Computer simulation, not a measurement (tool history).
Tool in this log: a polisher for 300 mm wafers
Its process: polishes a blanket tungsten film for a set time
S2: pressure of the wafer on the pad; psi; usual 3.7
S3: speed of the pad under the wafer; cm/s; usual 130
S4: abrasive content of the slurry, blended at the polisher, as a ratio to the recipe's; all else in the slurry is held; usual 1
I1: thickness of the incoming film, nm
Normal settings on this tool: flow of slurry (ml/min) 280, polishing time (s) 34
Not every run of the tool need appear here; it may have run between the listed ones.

run 1 day=0 | flow_of_slurry_(ml/min)=325 S2=3.7 S3=104 S4=1 polishing_time_(s)=34 | I1=1240.8 | film_removed_(angstrom)=2018
-- day=0.583 worn pad replaced by a new one, of another model than before
run 2 day=1.296 | flow_of_slurry_(ml/min)=325 S2=3.7 S3=104 S4=1 polishing_time_(s)=34 | I1=1224.6 | film_removed_(angstrom)=2004
run 3 day=1.95 | flow_of_slurry_(ml/min)=325 S2=3.7 S3=104 S4=1 polishing_time_(s)=34 | I1=1219.6 | film_removed_(angstrom)=2066
run 4 day=3.033 | flow_of_slurry_(ml/min)=280 S2=3.7 S3=130 S4=1 polishing_time_(s)=34 | I1=1244.1 | film_removed_(angstrom)=2409
run 5 day=3.812 | flow_of_slurry_(ml/min)=280 S2=3.7 S3=130 S4=1 polishing_time_(s)=34 | I1=1222 | film_removed_(angstrom)=2425
run 6 day=4.421 | flow_of_slurry_(ml/min)=280 S2=3.3 S3=130 S4=1 polishing_time_(s)=38 | I1=1214.4 | film_removed_(angstrom)=2485
run 7 day=5.496 | flow_of_slurry_(ml/min)=280 S2=3.3 S3=130 S4=1 polishing_time_(s)=38 | I1=1230.8 | film_removed_(angstrom)=2479
-- day=6.133 head pressure recalibrated
run 8 day=6.483 | flow_of_slurry_(ml/min)=280 S2=3.7 S3=130 S4=1 polishing_time_(s)=34 | I1=1215.6 | film_removed_(angstrom)=2281
-- day=6.725 slurry tank refilled with fresh slurry and peroxide
-- day=6.754 slurry blender recalibrated
run 9 day=6.988 | flow_of_slurry_(ml/min)=280 S2=3.7 S3=130 S4=1 polishing_time_(s)=34 | I1=1231.1 | film_removed_(angstrom)=2297
-- day=7.704 worn pad replaced by a new one
run 10 day=7.883 | flow_of_slurry_(ml/min)=330 S2=3 S3=100 S4=1 polishing_time_(s)=44 | I1=1217 | film_removed_(angstrom)=2163
run 11 day=9.358 | flow_of_slurry_(ml/min)=280 S2=3.7 S3=130 S4=1 polishing_time_(s)=34 | I1=1232.8 | film_removed_(angstrom)=2377
run 12 day=10.85 | flow_of_slurry_(ml/min)=280 S2=3.7 S3=130 S4=1 polishing_time_(s)=34 | I1=1212.3 | film_removed_(angstrom)=2299
run 13 day=11.896 | flow_of_slurry_(ml/min)=370 S2=2.6 S3=130 S4=1 polishing_time_(s)=34 | I1=1214.2 | film_removed_(angstrom)=2015
-- day=12.417 slurry nozzle cleaned
-- day=13.125 slurry blender recalibrated
run 14 day=13.146 | flow_of_slurry_(ml/min)=335 S2=4.7 S3=130 S4=1 polishing_time_(s)=34 | I1=1224.1 | film_removed_(angstrom)=2777
-- day=13.592 slurry tank refilled with fresh slurry and peroxide
run 15 day=13.925 | flow_of_slurry_(ml/min)=210 S2=3.1 S3=154 S4=1 polishing_time_(s)=42 | I1=1225.1 | film_removed_(angstrom)=2982
-- day=14.483 worn pad replaced by a new one
run 16 day=15.046 | flow_of_slurry_(ml/min)=280 S2=3.1 S3=110 S4=0.85 polishing_time_(s)=34 | I1=1246.5 | film_removed_(angstrom)=1853
run 17 day=16.146 | flow_of_slurry_(ml/min)=280 S2=2.8 S3=102 S4=1.2 polishing_time_(s)=34 | I1=1214.7 | film_removed_(angstrom)=1779
run 18 day=17.346 | flow_of_slurry_(ml/min)=280 S2=4.6 S3=130 S4=1 polishing_time_(s)=34 | I1=1224.3 | film_removed_(angstrom)=2695
run 19 day=18.592 | flow_of_slurry_(ml/min)=280 S2=3.7 S3=130 S4=1 polishing_time_(s)=34 | I1=1235.3 | film_removed_(angstrom)=2390
-- day=19.533 slurry tank refilled with fresh slurry and peroxide
run 20 day=19.554 | flow_of_slurry_(ml/min)=280 S2=3.7 S3=130 S4=1 polishing_time_(s)=34 | I1=1243.6 | film_removed_(angstrom)=2385
-- day=19.962 slurry blender recalibrated
run 21 day=20.208 | flow_of_slurry_(ml/min)=280 S2=3.3 S3=130 S4=1 polishing_time_(s)=38 | I1=1220.9 | film_removed_(angstrom)=2512
-- day=20.938 worn pad replaced by a new one
run 22 day=21.25 | flow_of_slurry_(ml/min)=280 S2=3.3 S3=130 S4=1 polishing_time_(s)=38 | I1=1225.3 | film_removed_(angstrom)=2517
run 23 day=22.096 | flow_of_slurry_(ml/min)=280 S2=3.2 S3=130 S4=0.9 polishing_time_(s)=34 | I1=1211.2 | film_removed_(angstrom)=2132

The next listed run, before its measurement:
run 24 day=22.654 | flow_of_slurry_(ml/min)=255 S2=3.7 S3=130 S4=0.8 polishing_time_(s)=27 | I1=1233.4 | film_removed_(angstrom)=?

Run 24 measured film removed (angstrom) 1799.
Had the tool carried no hidden state, the very same run would have given film removed (angstrom) 1682.
